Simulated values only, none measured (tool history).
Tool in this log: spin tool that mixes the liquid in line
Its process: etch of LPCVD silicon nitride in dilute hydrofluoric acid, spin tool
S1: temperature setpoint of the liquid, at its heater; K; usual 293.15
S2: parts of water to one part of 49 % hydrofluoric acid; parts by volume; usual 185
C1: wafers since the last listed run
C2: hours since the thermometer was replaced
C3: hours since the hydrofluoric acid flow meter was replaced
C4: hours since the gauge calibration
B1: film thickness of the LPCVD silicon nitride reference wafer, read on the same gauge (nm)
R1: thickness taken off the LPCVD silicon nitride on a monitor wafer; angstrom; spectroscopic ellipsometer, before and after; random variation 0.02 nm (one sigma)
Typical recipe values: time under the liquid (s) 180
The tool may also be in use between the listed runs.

run 1 hour=0 | S1=293.15 S2=185 time_under_the_liquid_(s)=180 | C1=0 C2=1843.6 C3=1547.5 C4=617.4 | B1=89.988 | R1=3.23
run 2 hour=51.8 | S1=293.15 S2=185 time_under_the_liquid_(s)=205 | C1=492 C2=1895.4 C3=1599.3 C4=669.2 | B1=89.974 | R1=3.7
run 3 hour=97.7 | S1=293.15 S2=185 time_under_the_liquid_(s)=180 | C1=436 C2=1941.3 C3=1645.2 C4=715.1 | B1=89.968 | R1=3.11
run 4 hour=168.2 | S1=293.15 S2=250 time_under_the_liquid_(s)=180 | C1=670 C2=2011.8 C3=1715.7 C4=785.6 | B1=89.98 | R1=2.71
run 5 hour=226.7 | S1=293.15 S2=250 time_under_the_liquid_(s)=180 | C1=556 C2=2070.3 C3=1774.2 C4=844.1 | B1=90.008 | R1=2.3
run 6 hour=263.6 | S1=293.15 S2=185 time_under_the_liquid_(s)=95 | C1=350 C2=2107.2 C3=1811.1 C4=881 | B1=89.957 | R1=1.78
run 7 hour=289.3 | S1=293.15 S2=185 time_under_the_liquid_(s)=95 | C1=244 C2=2132.9 C3=1836.8 C4=906.7 | B1=90.001 | R1=1.78
run 8 hour=330.2 | S1=293.15 S2=185 time_under_the_liquid_(s)=95 | C1=388 C2=2173.8 C3=1877.7 C4=947.6 | B1=90.008 | R1=1.75
run 9 hour=375.3 | S1=293.15 S2=150 time_under_the_liquid_(s)=180 | C1=428 C2=2218.9 C3=1922.8 C4=992.7 | B1=89.989 | R1=4.46
run 10 hour=401.7 | S1=293.15 S2=150 time_under_the_liquid_(s)=180 | C1=250 C2=2245.3 C3=1949.2 C4=1019.1 | B1=89.992 | R1=3.59
run 11 hour=445.1 | S1=293.15 S2=150 time_under_the_liquid_(s)=180 | C1=412 C2=2288.7 C3=1992.6 C4=1062.5 | B1=90.032 | R1=4.09
run 12 hour=476.7 | S1=293.15 S2=185 time_under_the_liquid_(s)=110 | C1=300 C2=2320.3 C3=2024.2 C4=1094.1 | B1=90.016 | R1=1.95
run 13 hour=506.7 | S1=293.15 S2=185 time_under_the_liquid_(s)=110 | C1=285 C2=2350.3 C3=2054.2 C4=1124.1 | B1=90.056 | R1=2.02
run 14 hour=574.9 | S1=291.65 S2=95 time_under_the_liquid_(s)=180 | C1=648 C2=2418.5 C3=2122.4 C4=1192.3 | B1=89.999 | R1=5.81
run 15 hour=634.2 | S1=293.15 S2=185 time_under_the_liquid_(s)=180 | C1=563 C2=2477.8 C3=2181.7 C4=1251.6 | B1=89.974 | R1=3.26
run 16 hour=701.2 | S1=293.15 S2=250 time_under_the_liquid_(s)=180 | C1=636 C2=2544.8 C3=2248.7 C4=1318.6 | B1=89.984 | R1=2.53
-- hour=711.1 thermometer replaced
run 17 hour=730.1 | S1=295.15 S2=185 time_under_the_liquid_(s)=180 | C1=265 C2=19 C3=2277.6 C4=1347.5 | B1=90.005 | R1=3.26
run 18 hour=762.5 | S1=290.15 S2=250 time_under_the_liquid_(s)=140 | C1=308 C2=51.4 C3=2310 C4=1379.9 | B1=89.985 | R1=1.4
-- hour=787.3 gauge calibrated
run 19 hour=805.1 | S1=291.15 S2=185 time_under_the_liquid_(s)=215 | C1=404 C2=94 C3=2352.6 C4=17.8 | B1=90.005 | R1=3.24
-- hour=865.1 hydrofluoric acid flow meter replaced
run 20 hour=979.9 | S1=293.15 S2=125 time_under_the_liquid_(s)=250 | C1=1652 C2=268.8 C3=114.8 C4=192.6 | B1=89.997 | R1=5.99
run 21 hour=1023.9 | S1=291.15 S2=185 time_under_the_liquid_(s)=240 | C1=418 C2=312.8 C3=158.8 C4=236.6 | B1=90.031 | R1=3.82
run 22 hour=1081.1 | S1=293.15 S2=185 time_under_the_liquid_(s)=180 | C1=543 C2=370 C3=216 C4=293.8 | B1=90.018 | R1=3.08
run 23 hour=1145.6 | S1=297.15 S2=185 time_under_the_liquid_(s)=235 | C1=613 C2=434.5 C3=280.5 C4=358.3 | B1=90.02 | R1=5.8
run 24 hour=1215.1 | S1=293.15 S2=145 time_under_the_liquid_(s)=180 | C1=660 C2=504 C3=350 C4=427.8 | B1=90.023 | R1=3.95
run 25 hour=1246.3 | S1=290.15 S2=275 time_under_the_liquid_(s)=150 | C1=296 C2=535.2 C3=381.2 C4=459 | B1=90.037 | R1=1.39
run 26 hour=1281.2 | S1=291.65 S2=230 time_under_the_liquid_(s)=180 | C1=331 C2=570.1 C3=416.1 C4=493.9 | B1=90.039 | R1=1.93

Entry by entry between the runs, the difference in hidden state between the last listed run before and the first listed run after:
Logged between run 16 and run 17: thermometer replaced (hour 711.1)
  no hidden state differs between the two runs
Logged between run 18 and run 19: gauge calibrated (hour 787.3)
  no hidden state differs between the two runs
Logged between run 19 and run 20: hydrofluoric acid flow meter replaced (hour 865.1)
  no hidden state differs between the two runs
